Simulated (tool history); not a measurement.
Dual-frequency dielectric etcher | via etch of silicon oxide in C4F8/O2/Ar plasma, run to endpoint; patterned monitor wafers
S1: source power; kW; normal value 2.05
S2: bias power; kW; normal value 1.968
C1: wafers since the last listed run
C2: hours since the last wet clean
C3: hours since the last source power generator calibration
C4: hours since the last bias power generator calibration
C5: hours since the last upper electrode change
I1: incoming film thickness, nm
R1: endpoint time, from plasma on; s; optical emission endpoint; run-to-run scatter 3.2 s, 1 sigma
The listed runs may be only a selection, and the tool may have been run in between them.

{"run": 1, "day": 0.0, "S1": 2.05, "S2": 1.968, "C1": 0, "C2": 120.4, "C3": 1189.1, "C4": 3402.2, "C5": 3808, "I1": 2174.6, "R1": 479.3}
{"run": 2, "day": 4.096, "S1": 2.05, "S2": 1.968, "C1": 296, "C2": 218.7, "C3": 1287.4, "C4": 3500.5, "C5": 3906.3, "I1": 2167.3, "R1": 482.9}
{"day": 11.012, "done": "wet clean of the chamber"}
{"run": 3, "day": 15.833, "S1": 1.71, "S2": 1.736, "C1": 776, "C2": 115.7, "C3": 1569.1, "C4": 3782.2, "C5": 4188, "I1": 2164.2, "R1": 521.3}
{"run": 4, "day": 18.025, "S1": 1.71, "S2": 1.736, "C1": 158, "C2": 168.3, "C3": 1621.7, "C4": 3834.8, "C5": 4240.6, "I1": 2175.8, "R1": 521.9}
{"run": 5, "day": 22.467, "S1": 1.71, "S2": 1.736, "C1": 321, "C2": 274.9, "C3": 1728.3, "C4": 3941.4, "C5": 4347.2, "I1": 2173.5, "R1": 531.4}
{"run": 6, "day": 26.45, "S1": 2.05, "S2": 2.145, "C1": 287, "C2": 370.5, "C3": 1823.9, "C4": 4037, "C5": 4442.8, "I1": 2195.3, "R1": 484.3}
{"day": 29.133, "done": "wet clean of the chamber"}
{"run": 7, "day": 29.154, "S1": 2.05, "S2": 1.968, "C1": 123, "C2": 0.5, "C3": 1888.8, "C4": 4101.9, "C5": 4507.7, "I1": 2179.8, "R1": 442}
{"run": 8, "day": 29.892, "S1": 2.05, "S2": 1.968, "C1": 53, "C2": 18.2, "C3": 1906.5, "C4": 4119.6, "C5": 4525.4, "I1": 2189.7, "R1": 443.2}
{"run": 9, "day": 34.192, "S1": 2.05, "S2": 1.968, "C1": 310, "C2": 121.4, "C3": 2009.7, "C4": 4222.8, "C5": 4628.6, "I1": 2201.8, "R1": 455.4}
{"run": 10, "day": 36.425, "S1": 2.05, "S2": 1.968, "C1": 161, "C2": 175, "C3": 2063.3, "C4": 4276.4, "C5": 4682.2, "I1": 2194.5, "R1": 457.7}
{"day": 40.933, "done": "wet clean of the chamber, repeated, since the last time left the tool worse"}
{"run": 11, "day": 40.954, "S1": 2.05, "S2": 1.968, "C1": 255, "C2": 0.5, "C3": 2172, "C4": 4385.1, "C5": 4790.9, "I1": 2178.8, "R1": 473.1}
{"day": 42.788, "done": "source power generator calibrated"}
{"day": 43.8, "done": "bias power generator calibrated"}
{"run": 12, "day": 44.229, "S1": 2.05, "S2": 1.968, "C1": 212, "C2": 79.1, "C3": 34.6, "C4": 10.3, "C5": 4869.5, "I1": 2169.1, "R1": 474.8}
{"run": 13, "day": 48.558, "S1": 2.46, "S2": 2.279, "C1": 313, "C2": 183, "C3": 138.5, "C4": 114.2, "C5": 4973.4, "I1": 2181.2, "R1": 435.6}
{"run": 14, "day": 50.079, "S1": 2.51, "S2": 1.746, "C1": 109, "C2": 219.5, "C3": 175, "C4": 150.7, "C5": 5009.9, "I1": 2164.8, "R1": 463.6}
{"run": 15, "day": 52.725, "S1": 1.77, "S2": 2.1, "C1": 191, "C2": 283, "C3": 238.5, "C4": 214.2, "C5": 5073.4, "I1": 2198.2, "R1": 507.3}
{"run": 16, "day": 55.879, "S1": 1.65, "S2": 1.738, "C1": 228, "C2": 358.7, "C3": 314.2, "C4": 289.9, "C5": 5149.1, "I1": 2214, "R1": 542.9}
{"day": 57.35, "done": "wet clean of the chamber"}
{"run": 17, "day": 60.379, "S1": 2.05, "S2": 1.968, "C1": 253, "C2": 72.7, "C3": 422.2, "C4": 397.9, "C5": 5257.1, "I1": 2180, "R1": 476.6}
{"run": 18, "day": 63.958, "S1": 2.05, "S2": 1.968, "C1": 258, "C2": 158.6, "C3": 508.1, "C4": 483.8, "C5": 5343, "I1": 2202.5, "R1": 487.6}

Run 19 has not been measured yet. What should we expect?
{"day": 65.267, "done": "upper electrode replaced"}
{"run": 19, "day": 67.392, "S1": 1.58, "S2": 1.564, "C1": 175, "C2": 241, "C3": 590.5, "C4": 566.2, "C5": 51, "I1": 2191, "R1": "?"}

{"run 19": {"R1": 559.2}}
Without the tool's hidden state the same run would have given R1 545.9 s.

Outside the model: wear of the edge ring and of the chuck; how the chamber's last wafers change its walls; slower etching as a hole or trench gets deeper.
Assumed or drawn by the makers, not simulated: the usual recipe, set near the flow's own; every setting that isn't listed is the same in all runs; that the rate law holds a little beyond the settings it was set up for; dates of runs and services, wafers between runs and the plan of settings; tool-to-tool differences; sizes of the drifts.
